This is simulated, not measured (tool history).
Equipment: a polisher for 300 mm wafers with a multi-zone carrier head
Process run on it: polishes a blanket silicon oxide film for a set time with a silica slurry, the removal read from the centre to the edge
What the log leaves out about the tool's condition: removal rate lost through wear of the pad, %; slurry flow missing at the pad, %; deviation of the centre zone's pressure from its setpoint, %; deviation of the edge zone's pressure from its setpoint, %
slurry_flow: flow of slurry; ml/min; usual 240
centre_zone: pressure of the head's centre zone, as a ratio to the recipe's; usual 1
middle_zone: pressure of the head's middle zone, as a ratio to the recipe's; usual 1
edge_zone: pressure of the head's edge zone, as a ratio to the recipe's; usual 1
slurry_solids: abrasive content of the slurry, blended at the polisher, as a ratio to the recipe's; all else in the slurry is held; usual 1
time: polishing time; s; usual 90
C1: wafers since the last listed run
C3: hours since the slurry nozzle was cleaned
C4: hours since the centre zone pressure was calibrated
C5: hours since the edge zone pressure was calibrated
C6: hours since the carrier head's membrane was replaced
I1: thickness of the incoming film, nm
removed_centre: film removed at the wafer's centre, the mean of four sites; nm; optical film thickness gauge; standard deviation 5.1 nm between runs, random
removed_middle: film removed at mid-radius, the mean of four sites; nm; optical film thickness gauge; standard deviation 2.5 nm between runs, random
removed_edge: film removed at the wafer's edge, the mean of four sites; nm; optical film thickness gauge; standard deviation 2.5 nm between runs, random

{"run": 1, "hour": 0.0, "slurry_flow": 240, "centre_zone": 1, "middle_zone": 1, "edge_zone": 1, "slurry_solids": 1, "time": 90, "C1": 0, "wafers polished on this pad": 1770, "C3": 133.3, "C4": 1213.8, "C5": 357.7, "C6": 760.7, "I1": 1043.9, "removed_centre": 338.1, "removed_middle": 355.1, "removed_edge": 342.6}
{"hour": 2.1, "done": "centre zone pressure recalibrated"}
{"run": 2, "hour": 52.5, "slurry_flow": 240, "centre_zone": 1, "middle_zone": 1, "edge_zone": 1, "slurry_solids": 1, "time": 90, "C1": 727, "wafers polished on this pad": 2497, "C3": 185.8, "C4": 50.4, "C5": 410.2, "C6": 813.2, "I1": 1054, "removed_centre": 344.7, "removed_middle": 351.7, "removed_edge": 348.8}
{"run": 3, "hour": 102.0, "slurry_flow": 240, "centre_zone": 1, "middle_zone": 1, "edge_zone": 1, "slurry_solids": 1, "time": 90, "C1": 712, "wafers polished on this pad": 3210, "C3": 235.3, "C4": 99.9, "C5": 459.7, "C6": 862.7, "I1": 1047.1, "removed_centre": 349.4, "removed_middle": 354.1, "removed_edge": 340.9}
{"run": 4, "hour": 167.7, "slurry_flow": 240, "centre_zone": 1, "middle_zone": 1, "edge_zone": 1, "slurry_solids": 1, "time": 90, "C1": 946, "wafers polished on this pad": 4156, "C3": 301, "C4": 165.6, "C5": 525.4, "C6": 928.4, "I1": 1036.2, "removed_centre": 346, "removed_middle": 355.1, "removed_edge": 342.6}
{"hour": 237.6, "done": "slurry nozzle cleaned"}
{"run": 5, "hour": 262.6, "slurry_flow": 240, "centre_zone": 1, "middle_zone": 1, "edge_zone": 1, "slurry_solids": 1, "time": 90, "C1": 1352, "wafers polished on this pad": 5508, "C3": 25, "C4": 260.5, "C5": 620.3, "C6": 1023.3, "I1": 1052.1, "removed_centre": 340.2, "removed_middle": 354.8, "removed_edge": 342.8}
{"hour": 279.9, "done": "worn pad replaced by a new one"}
{"run": 6, "hour": 325.6, "slurry_flow": 240, "centre_zone": 1, "middle_zone": 1, "edge_zone": 1, "slurry_solids": 1, "time": 90, "C1": 849, "wafers polished on this pad": 658, "C3": 88, "C4": 323.5, "C5": 683.3, "C6": 1086.3, "I1": 1040.2, "removed_centre": 346.3, "removed_middle": 356.9, "removed_edge": 350.5}
{"hour": 348.3, "done": "edge zone pressure recalibrated"}
{"run": 7, "hour": 394.0, "slurry_flow": 165, "centre_zone": 1, "middle_zone": 0.9, "edge_zone": 0.91, "slurry_solids": 0.8, "time": 90, "C1": 956, "wafers polished on this pad": 1614, "C3": 156.4, "C4": 391.9, "C5": 45.7, "C6": 1154.7, "I1": 1052, "removed_centre": 264.9, "removed_middle": 252, "removed_edge": 259.8}
{"run": 8, "hour": 434.9, "slurry_flow": 320, "centre_zone": 1, "middle_zone": 1.09, "edge_zone": 1.06, "slurry_solids": 1, "time": 68, "C1": 588, "wafers polished on this pad": 2203, "C3": 197.3, "C4": 432.8, "C5": 86.6, "C6": 1195.6, "I1": 1036.7, "removed_centre": 264.1, "removed_middle": 292.8, "removed_edge": 272.4}
{"hour": 456.3, "done": "carrier head's membrane replaced by a new one"}
{"run": 9, "hour": 499.0, "slurry_flow": 240, "centre_zone": 1, "middle_zone": 1, "edge_zone": 1, "slurry_solids": 1, "time": 90, "C1": 851, "wafers polished on this pad": 3054, "C3": 261.4, "C4": 496.9, "C5": 150.7, "C6": 42.7, "I1": 1037.4, "removed_centre": 345.4, "removed_middle": 355.2, "removed_edge": 344.2}
{"run": 10, "hour": 541.6, "slurry_flow": 210, "centre_zone": 1, "middle_zone": 1, "edge_zone": 1, "slurry_solids": 1, "time": 90, "C1": 613, "wafers polished on this pad": 3667, "C3": 304, "C4": 539.5, "C5": 193.3, "C6": 85.3, "I1": 1036.8, "removed_centre": 340.2, "removed_middle": 346.3, "removed_edge": 341.7}
{"run": 11, "hour": 621.9, "slurry_flow": 240, "centre_zone": 0.91, "middle_zone": 1, "edge_zone": 1, "slurry_solids": 1.2, "time": 90, "C1": 1156, "wafers polished on this pad": 4823, "C3": 384.3, "C4": 619.8, "C5": 273.6, "C6": 165.6, "I1": 1052.7, "removed_centre": 354.1, "removed_middle": 402.4, "removed_edge": 392.5}
{"hour": 644.9, "done": "worn pad replaced by a new one"}
{"hour": 717.2, "done": "slurry nozzle cleaned"}
{"run": 12, "hour": 804.1, "slurry_flow": 240, "centre_zone": 1, "middle_zone": 1, "edge_zone": 1, "slurry_solids": 1, "time": 90, "C1": 2551, "wafers polished on this pad": 2277, "C3": 86.9, "C4": 802, "C5": 455.8, "C6": 347.8, "I1": 1064.6, "removed_centre": 344.6, "removed_middle": 352.3, "removed_edge": 343}
{"run": 13, "hour": 866.8, "slurry_flow": 315, "centre_zone": 1, "middle_zone": 1, "edge_zone": 1, "slurry_solids": 1.15, "time": 90, "C1": 902, "wafers polished on this pad": 3180, "C3": 149.6, "C4": 864.7, "C5": 518.5, "C6": 410.5, "I1": 1060, "removed_centre": 393.4, "removed_middle": 397.6, "removed_edge": 386.5}
{"hour": 923.5, "done": "edge zone pressure recalibrated"}
{"run": 14, "hour": 937.7, "slurry_flow": 240, "centre_zone": 1, "middle_zone": 1, "edge_zone": 1, "slurry_solids": 1, "time": 90, "C1": 992, "wafers polished on this pad": 4172, "C3": 220.5, "C4": 935.6, "C5": 14.2, "C6": 481.4, "I1": 1052.7, "removed_centre": 339.7, "removed_middle": 352.4, "removed_edge": 346.6}
{"run": 15, "hour": 991.0, "slurry_flow": 320, "centre_zone": 1, "middle_zone": 1, "edge_zone": 1.04, "slurry_solids": 1, "time": 90, "C1": 767, "wafers polished on this pad": 4939, "C3": 273.8, "C4": 988.9, "C5": 67.5, "C6": 534.7, "I1": 1069.9, "removed_centre": 356.9, "removed_middle": 361.9, "removed_edge": 356.4}
{"hour": 1044.6, "done": "worn pad replaced by a new one"}
{"run": 16, "hour": 1057.9, "slurry_flow": 240, "centre_zone": 1, "middle_zone": 1, "edge_zone": 1, "slurry_solids": 1, "time": 90, "C1": 905, "wafers polished on this pad": 190, "C3": 340.7, "C4": 1055.8, "C5": 134.4, "C6": 601.6, "I1": 1068.2, "removed_centre": 340.6, "removed_middle": 352.1, "removed_edge": 349}
{"run": 17, "hour": 1110.0, "slurry_flow": 240, "centre_zone": 1, "middle_zone": 0.91, "edge_zone": 1, "slurry_solids": 1, "time": 90, "C1": 750, "wafers polished on this pad": 941, "C3": 392.8, "C4": 1107.9, "C5": 186.5, "C6": 653.7, "I1": 1064.6, "removed_centre": 340.9, "removed_middle": 325.5, "removed_edge": 347.5}
{"hour": 1148.2, "done": "slurry nozzle cleaned"}
{"run": 18, "hour": 1151.0, "slurry_flow": 180, "centre_zone": 1, "middle_zone": 1, "edge_zone": 1, "slurry_solids": 1, "time": 90, "C1": 576, "wafers polished on this pad": 1517, "C3": 2.8, "C4": 1148.9, "C5": 227.5, "C6": 694.7, "I1": 1047.1, "removed_centre": 328, "removed_middle": 339.9, "removed_edge": 340.3}
{"run": 19, "hour": 1222.4, "slurry_flow": 190, "centre_zone": 1, "middle_zone": 1, "edge_zone": 1, "slurry_solids": 1, "time": 90, "C1": 1028, "wafers polished on this pad": 2545, "C3": 74.2, "C4": 1220.3, "C5": 298.9, "C6": 766.1, "I1": 1051.8, "removed_centre": 342.1, "removed_middle": 345.5, "removed_edge": 342.4}
{"hour": 1270.4, "done": "centre zone pressure recalibrated"}
{"run": 20, "hour": 1293.0, "slurry_flow": 240, "centre_zone": 1, "middle_zone": 1, "edge_zone": 0.94, "slurry_solids": 1, "time": 90, "C1": 987, "wafers polished on this pad": 3533, "C3": 144.8, "C4": 22.6, "C5": 369.5, "C6": 836.7, "I1": 1048.1, "removed_centre": 342.2, "removed_middle": 355.4, "removed_edge": 337.8}

Alternative continuations, all from the tool just after run 20; predict every row:
{"run": "A", "hour": 1293.4, "slurry_flow": 240, "centre_zone": 1, "middle_zone": 1, "edge_zone": 1, "slurry_solids": 1.2, "time": 90, "C1": 5, "wafers polished on this pad": 3539, "C3": 145.2, "C4": 23, "C5": 369.9, "C6": 837.1, "I1": 1047.9, "removed_centre": "?", "removed_middle": "?", "removed_edge": "?"}
{"run": "B", "hour": 1293.4, "slurry_flow": 280, "centre_zone": 1, "middle_zone": 0.92, "edge_zone": 1, "slurry_solids": 0.75, "time": 106, "C1": 5, "wafers polished on this pad": 3539, "C3": 145.2, "C4": 23, "C5": 369.9, "C6": 837.1, "I1": 1047.9, "removed_centre": "?", "removed_middle": "?", "removed_edge": "?"}
{"run": "C", "hour": 1293.4, "slurry_flow": 200, "centre_zone": 1, "middle_zone": 1, "edge_zone": 1, "slurry_solids": 1, "time": 90, "C1": 5, "wafers polished on this pad": 3539, "C3": 145.2, "C4": 23, "C5": 369.9, "C6": 837.1, "I1": 1047.9, "removed_centre": "?", "removed_middle": "?", "removed_edge": "?"}
{"run": "D", "hour": 1293.4, "slurry_flow": 240, "centre_zone": 1, "middle_zone": 1, "edge_zone": 1, "slurry_solids": 0.75, "time": 90, "C1": 5, "wafers polished on this pad": 3539, "C3": 145.2, "C4": 23, "C5": 369.9, "C6": 837.1, "I1": 1047.9, "removed_centre": "?", "removed_middle": "?", "removed_edge": "?"}
{"run": "E", "hour": 1293.4, "slurry_flow": 240, "centre_zone": 1.1, "middle_zone": 1, "edge_zone": 1.04, "slurry_solids": 1, "time": 63, "C1": 5, "wafers polished on this pad": 3539, "C3": 145.2, "C4": 23, "C5": 369.9, "C6": 837.1, "I1": 1047.9, "removed_centre": "?", "removed_middle": "?", "removed_edge": "?"}

run=A removed_centre=396.1 removed_middle=399.5 removed_edge=390.9
run=B removed_centre=313.7 removed_middle=297.3 removed_edge=308.5
run=C removed_centre=343.2 removed_middle=346.9 removed_edge=341
run=D removed_centre=262.3 removed_middle=264.6 removed_edge=258.9
run=E removed_centre=270 removed_middle=247.3 removed_edge=245.9
Take away the tool's hidden state, keep each run's random variation, and the runs would have read:
run=A removed_centre=396.1 removed_middle=399.5 removed_edge=390.9
run=B removed_centre=313.7 removed_middle=297.3 removed_edge=308.5
run=C removed_centre=343.2 removed_middle=346.9 removed_edge=341
run=D removed_centre=262.3 removed_middle=264.6 removed_edge=258.9
run=E removed_centre=270 removed_middle=247.3 removed_edge=245.9
